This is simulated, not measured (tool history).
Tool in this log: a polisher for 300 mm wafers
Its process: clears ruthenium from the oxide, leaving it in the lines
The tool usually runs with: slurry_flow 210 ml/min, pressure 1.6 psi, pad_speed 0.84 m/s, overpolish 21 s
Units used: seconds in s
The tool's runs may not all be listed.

run	hour	slurry_flow	pressure	pad_speed	overpolish	wafers since the last listed run	wafers polished on this pad	hours since the slurry nozzle was cleaned	hours since the head pressure was calibrated	incoming thickness of the incoming film, nm	seconds
1	0.0	165	1.3	0.84	21	0	1079	375.0	267.8	86.3	157.6
2	37.9	210	1.6	0.84	21	363	1443	412.9	305.7	85.6	124.0
3	68.0	210	1.6	0.84	21	288	1731	443.0	335.8	85.6	125.9
4	100.1	210	1.6	0.84	21	307	2039	475.1	367.9	84.5	124.6
5	136.4	210	1.6	0.84	21	348	2387	511.4	404.2	85.8	128.5
6	206.1	210	1.6	0.84	21	668	3056	581.1	473.9	85.1	124.4
# hour 245.4: worn pad replaced by a new one
7	259.5	210	1.6	0.72	21	473	135	634.5	527.3	83.5	133.4
8	309.1	210	1.6	0.84	21	475	610	684.1	576.9	84.0	119.9
# hour 337.4: slurry nozzle cleaned
9	347.0	210	1.6	0.98	21	353	964	9.6	614.8	85.7	106.2
10	404.7	210	1.6	0.98	21	553	1517	67.3	672.5	84.7	107.6
11	450.0	210	1.6	0.98	21	434	1952	112.6	717.8	84.9	106.2
12	483.9	210	1.6	0.66	21	325	2277	146.5	751.7	85.0	157.0
13	536.1	210	1.6	0.66	21	500	2777	198.7	803.9	86.3	163.0
# hour 603.8: worn pad replaced by a new one
14	605.2	210	1.6	0.94	21	624	13	267.8	873.0	85.3	102.2
15	728.8	210	1.6	0.94	21	1185	1199	391.4	996.6	83.8	106.9
16	755.5	210	1.6	0.94	21	256	1455	418.1	1023.3	84.8	111.2
17	791.7	210	1.6	0.76	30	347	1802	454.3	1059.5	86.1	134.4
18	820.7	210	1.6	0.84	21	278	2080	483.3	1088.5	85.3	123.5
19	863.6	275	2.0	0.94	32	411	2491	526.2	1131.4	86.5	85.0
20	901.2	140	1.3	1.12	15	360	2852	563.8	1169.0	85.3	125.8
# hour 957.0: worn pad replaced by a new one
21	969.5	210	1.6	0.62	21	616	119	632.1	1237.3	86.1	160.0
22	1032.8	235	1.6	0.84	21	607	726	695.4	1300.6	84.6	120.1
# hour 1050.2: head pressure recalibrated
# hour 1072.2: slurry nozzle cleaned
23	1083.2	230	1.0	0.72	17	454	1181	11.0	33.0	85.0	226.3
24	1124.5	210	1.8	0.74	21	396	1577	52.3	74.3	85.7	122.4
25	1187.1	210	1.2	0.98	21	600	2177	114.9	136.9	85.8	142.3
26	1230.3	165	1.3	0.84	21	414	2591	158.1	180.1	85.3	154.2
# hour 1234.4: worn pad replaced by a new one
27	1254.7	155	1.6	0.76	21	195	194	182.5	204.5	85.6	132.5
28	1287.6	210	1.6	1.08	13	315	510	215.4	237.4	85.4	92.5
29	1312.5	210	1.6	0.84	21	238	749	240.3	262.3	84.6	120.2
30	1341.3	210	1.2	0.98	21	276	1025	269.1	291.1	86.2	140.0
31	1404.4	210	2.1	0.54	21	605	1630	332.2	354.2	84.1	146.9
32	1466.1	160	2.2	0.84	21	591	2222	393.9	415.9	86.3	93.3
33	1519.2	170	1.6	0.74	21	509	2731	447.0	469.0	86.5	145.7
34	1545.3	255	1.6	0.84	21	250	2981	473.1	495.1	84.8	121.9
# hour 1567.9: worn pad replaced by a new one
35	1583.3	190	1.6	0.84	21	326	147	511.1	533.1	84.9	117.1

Forecast each of these 5 alternatives for the next run:
A	1583.8	210	1.6	0.84	21	4	152	511.6	533.6	86.3	?
B	1583.8	210	1.1	0.96	33	4	152	511.6	533.6	86.3	?
C	1583.8	190	2.2	0.72	11	4	152	511.6	533.6	86.3	?
D	1583.8	180	2.1	1.12	30	4	152	511.6	533.6	86.3	?
E	1583.8	275	1.0	0.92	27	4	152	511.6	533.6	86.3	?

run	seconds
A	116.6
B	148.4
C	100.2
D	67.9
E	165.6
Without the tool's unlogged condition, the same runs would have read:
run	seconds
A	114.0
B	145.0
C	97.9
D	66.4
E	161.8
